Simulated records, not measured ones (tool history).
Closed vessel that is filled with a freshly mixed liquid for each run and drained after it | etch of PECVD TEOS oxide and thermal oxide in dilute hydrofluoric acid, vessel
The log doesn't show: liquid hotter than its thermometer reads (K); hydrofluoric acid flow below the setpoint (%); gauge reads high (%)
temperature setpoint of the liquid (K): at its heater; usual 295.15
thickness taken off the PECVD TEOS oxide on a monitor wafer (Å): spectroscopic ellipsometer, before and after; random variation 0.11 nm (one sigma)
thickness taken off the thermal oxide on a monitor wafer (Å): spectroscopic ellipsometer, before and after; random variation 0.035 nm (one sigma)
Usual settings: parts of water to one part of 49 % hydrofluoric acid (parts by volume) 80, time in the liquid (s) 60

| run | hour | temperature setpoint of the liquid (K) | parts of water to one part of 49 % hydrofluoric acid (parts by volume) | time in the liquid (s) | wafers since the last listed run | hours since the thermometer was replaced | hours since the hydrofluoric acid flow meter was replaced | hours since the gauge calibration | read-back film thickness of the PECVD TEOS oxide reference wafer, read on the same gauge (nm) | read-back film thickness of the thermal oxide reference wafer, read on the same gauge (nm) | thickness taken off the PECVD TEOS oxide on a monitor wafer (Å) | thickness taken off the thermal oxide on a monitor wafer (Å) |
|---|---|---|---|---|---|---|---|---|---|---|---|---|
| 1 | 0 | 295.15 | 80 | 60 | 0 | 2037.7 | 2139.7 | 878.3 | 100 | 30.009 | 127.1 | 34.51 |
| 2 | 56.7 | 295.15 | 80 | 60 | 7489 | 2094.4 | 2196.4 | 935 | 99.99 | 30.004 | 128.1 | 34.54 |
| 3 | 112 | 295.15 | 80 | 60 | 7304 | 2149.7 | 2251.7 | 990.3 | 100 | 30.008 | 128.4 | 34 |
| 4 | 159.1 | 295.15 | 80 | 60 | 6221 | 2196.8 | 2298.8 | 1037.4 | 100.04 | 29.996 | 127.3 | 33.87 |
| 5 | 228.8 | 295.15 | 80 | 60 | 9206 | 2266.5 | 2368.5 | 1107.1 | 99.96 | 29.99 | 128.1 | 33.92 |
| 6 | 367 | 295.15 | 80 | 60 | 18254 | 2404.7 | 2506.7 | 1245.3 | 100 | 30 | 127.8 | 33.72 |
|  | 378 | gauge calibrated |
|  | 431.5 | hydrofluoric acid flow meter replaced |
| 7 | 432 | 295.15 | 80 | 60 | 8453 | 2469.7 | 0.5 | 54 | 99.99 | 30.002 | 117.8 | 31.05 |
| 8 | 491.1 | 295.15 | 80 | 70 | 7806 | 2528.8 | 59.6 | 113.1 | 100.02 | 30.007 | 135.5 | 36.18 |
| 9 | 543.9 | 293.65 | 80 | 35 | 6974 | 2581.6 | 112.4 | 165.9 | 99.99 | 30.024 | 63.5 | 16.93 |
| 10 | 614.5 | 293.65 | 80 | 35 | 9325 | 2652.2 | 183 | 236.5 | 100 | 30.012 | 63.4 | 17.15 |
|  | 630.5 | thermometer replaced |
|  | 634.3 | hydrofluoric acid flow meter replaced, repeated, since the last time left the tool worse |
| 11 | 658.3 | 295.15 | 80 | 60 | 5521 | 27.8 | 24 | 280.3 | 100.04 | 29.986 | 138.1 | 36.95 |
| 12 | 720.4 | 291.15 | 80 | 60 | 8202 | 89.9 | 86.1 | 342.4 | 100 | 30 | 116 | 31.71 |
| 13 | 788 | 295.15 | 80 | 45 | 8929 | 157.5 | 153.7 | 410 | 99.97 | 29.987 | 103 | 27.52 |
| 14 | 841.9 | 295.15 | 80 | 60 | 7119 | 211.4 | 207.6 | 463.9 | 99.99 | 29.992 | 136.1 | 37.46 |
| 15 | 894.4 | 292.15 | 115 | 40 | 6934 | 263.9 | 260.1 | 516.4 | 99.97 | 29.994 | 53.9 | 14.55 |
| 16 | 947.5 | 295.15 | 80 | 60 | 7013 | 317 | 313.2 | 569.5 | 99.98 | 29.983 | 135.3 | 36.45 |
| 17 | 1057.6 | 299.15 | 80 | 60 | 14542 | 427.1 | 423.3 | 679.6 | 99.98 | 29.995 | 159.2 | 42.81 |
| 18 | 1114.8 | 295.15 | 80 | 35 | 7555 | 484.3 | 480.5 | 736.8 | 99.98 | 29.991 | 78.2 | 20.95 |
| 19 | 1149.9 | 295.15 | 45 | 60 | 4636 | 519.4 | 515.6 | 771.9 | 100 | 30.008 | 251.3 | 67.3 |
| 20 | 1184.5 | 295.15 | 80 | 60 | 4570 | 554 | 550.2 | 806.5 | 100.01 | 29.998 | 134 | 35.51 |

3 ways to go on from here, each from the tool as it stands after run 20. What would each give?
| A | 1185.2 | 295.15 | 80 | 60 | 92 | 554.7 | 550.9 | 807.2 | ? | ? | ? | ? |
| B | 1185.2 | 297.65 | 115 | 60 | 92 | 554.7 | 550.9 | 807.2 | ? | ? | ? | ? |
| C | 1185.2 | 295.15 | 115 | 50 | 92 | 554.7 | 550.9 | 807.2 | ? | ? | ? | ? |

| run | read-back film thickness of the PECVD TEOS oxide reference wafer, read on the same gauge (nm) | read-back film thickness of the thermal oxide reference wafer, read on the same gauge (nm) | thickness taken off the PECVD TEOS oxide on a monitor wafer (Å) | thickness taken off the thermal oxide on a monitor wafer (Å) |
|---|---|---|---|---|
| A | 100.02 | 30.012 | 134.5 | 36.28 |
| B | 100.02 | 30.012 | 99 | 26.7 |
| C | 100.02 | 30.012 | 74.7 | 20.16 |
Without the tool's hidden state the same runs would have given:
| run | thickness taken off the PECVD TEOS oxide on a monitor wafer (Å) | thickness taken off the thermal oxide on a monitor wafer (Å) |
|---|---|---|
| A | 138.8 | 37.46 |
| B | 102.3 | 27.6 |
| C | 77.2 | 20.84 |

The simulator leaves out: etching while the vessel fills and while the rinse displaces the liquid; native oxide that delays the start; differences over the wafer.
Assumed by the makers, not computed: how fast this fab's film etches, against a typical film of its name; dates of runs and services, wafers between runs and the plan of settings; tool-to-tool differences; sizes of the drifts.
